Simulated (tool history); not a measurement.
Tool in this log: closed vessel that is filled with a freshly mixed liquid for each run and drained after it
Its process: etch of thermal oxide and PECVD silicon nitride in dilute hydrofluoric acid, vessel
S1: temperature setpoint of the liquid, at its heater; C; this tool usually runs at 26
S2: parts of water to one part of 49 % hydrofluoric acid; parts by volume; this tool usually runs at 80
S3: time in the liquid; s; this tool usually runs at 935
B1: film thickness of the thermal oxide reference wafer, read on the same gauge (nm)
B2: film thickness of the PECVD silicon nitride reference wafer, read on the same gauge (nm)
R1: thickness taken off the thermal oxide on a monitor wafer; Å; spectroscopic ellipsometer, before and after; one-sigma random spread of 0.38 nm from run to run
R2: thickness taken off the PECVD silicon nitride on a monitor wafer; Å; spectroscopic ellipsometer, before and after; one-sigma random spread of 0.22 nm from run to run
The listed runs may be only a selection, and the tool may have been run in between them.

run	hour	S1	S2	S3	B1	B2	R1	R2
1	0	26	55	935	139.99	50.01	918.8	502.9
2	47.4	26	55	935	139.98	50.02	922.4	513.4
3	113.1	26	55	935	140.01	49.98	925.9	513.1
4	168.7	26	80	935	139.99	50.03	618	360.7
5	220	26	65	565	140	49.99	477.7	265.4
6	259.6	26	65	565	140.02	50.01	476.6	264.8
# hour 348.2: thermometer replaced
7	355.9	28	80	935	140	50	619.3	363.4
8	449.5	28	80	935	139.99	50.04	632.8	355.1
9	495.5	28	80	935	139.97	49.99	627.6	353.8
10	594.6	30	50	1225	140.01	49.98	1499.7	851.9
11	688.5	23.5	80	1250	139.97	50.02	709.4	365.4
12	727	30	65	450	140	49.99	414	247
# hour 790.4: gauge calibrated
13	811.3	21	50	1280	140	50	1069	496.4
14	848.5	23.5	110	715	139.99	49.99	285	153.6
15	936.8	26	80	1400	139.97	50.01	880.5	489.3
# hour 1051.8: hydrofluoric acid flow meter replaced
16	1165.2	29.5	55	935	140	49.98	1021.9	595.4
17	1212	26	90	530	139.98	49.99	294.1	165.6
18	1263.5	28	100	445	140	50	234.4	143.1
19	1317.9	21	50	1280	139.97	49.99	1104.3	523.3
20	1373.9	26	80	935	140.03	50	602.3	327.4
21	1425.2	26	80	935	139.99	50	595.6	336
22	1466.8	26	80	935	139.98	49.97	600.4	337.6
23	1537	26	50	935	140	50.01	1004.5	540.5
24	1638.3	26	90	935	140.03	50.01	527.8	302.3

A few steps of R1 between consecutive runs. Split each: what settings, incoming material and random variation would produce without the hidden state, and what is left over for the hidden state, along with gauge scatter present in only one of the two compared results (measured, and without hidden state):
Hidden state present: liquid hotter than its thermometer reads (K); hydrofluoric acid flow above the setpoint (%); gauge reads high (%).
Run 6 -> 7: S1 26 -> 28, S2 65 -> 80, S3 565 -> 935, thermometer replaced. R1 +142.7 Å: hidden state -35.5, all else +178.2.
Run 9 -> 10: S1 28 -> 30, S2 80 -> 50, S3 935 -> 1225. R1 +872.1 Å: hidden state +13.5, all else +858.6.
Run 18 -> 19: S1 28 -> 21, S2 100 -> 50, S3 445 -> 1280. R1 +869.9 Å: hidden state +36.7, all else +833.2.
